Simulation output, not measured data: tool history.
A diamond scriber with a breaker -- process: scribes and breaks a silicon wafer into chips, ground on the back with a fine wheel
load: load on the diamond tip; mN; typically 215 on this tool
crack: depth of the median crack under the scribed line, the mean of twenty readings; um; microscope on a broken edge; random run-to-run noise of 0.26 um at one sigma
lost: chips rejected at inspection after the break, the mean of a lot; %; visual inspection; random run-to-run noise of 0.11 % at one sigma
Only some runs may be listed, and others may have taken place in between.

run,hour,load,wafers since the last listed run,hours since the diamond tip was replaced,hours since the load on the tip was calibrated,"incoming depth of the damage left on the back of the incoming wafer, um",crack,lost
1,0.0,215,0,540.8,574.9,2.91,11.91,3.82
2,84.3,215,356,625.1,659.2,1.75,12.04,3.28
3,139.9,177,235,680.7,714.8,2.76,10.28,14.79
4,208.7,215,290,749.5,783.6,2.42,11.47,5.38
5,246.5,243,159,787.3,821.4,1.54,12.55,2.09
6,286.2,247,167,827.0,861.1,2.50,12.18,2.63
7,324.8,247,163,865.6,899.7,2.13,12.10,2.83
8,365.9,247,173,906.7,940.8,2.54,12.38,3.79
# hour 384.6: load on the tip recalibrated
# hour 444.1: diamond tip replaced by a new one, of another model than before
9,467.2,167,411,23.1,82.6,2.94,11.17,7.25
10,543.9,215,324,99.8,159.3,2.31,12.25,2.34
11,598.5,215,230,154.4,213.9,1.90,13.33,2.11
12,636.0,250,158,191.9,251.4,2.31,14.14,2.55
13,713.8,156,329,269.7,329.2,2.33,10.93,9.71
14,792.8,153,334,348.7,408.2,2.59,10.45,12.12
15,859.6,188,282,415.5,475.0,1.50,11.65,4.59
16,931.2,241,302,487.1,546.6,1.83,13.38,1.90

Run by run, hidden condition taken away, random variation retained:
Hidden state present: share of the diamond tip's cutting effectiveness lost through wear, %; deviation of the load on the tip from its setpoint, %.
run,crack,lost
1,12.84,2.58
2,13.25,1.70
3,11.47,6.98
4,13.08,2.15
5,14.49,3.12
6,14.27,3.79
7,14.38,3.85
8,14.96,4.20
9,11.47,5.89
10,12.60,2.15
11,13.75,1.91
12,14.62,3.29
13,11.38,7.14
14,10.98,8.51
15,12.36,2.56
16,14.38,2.49
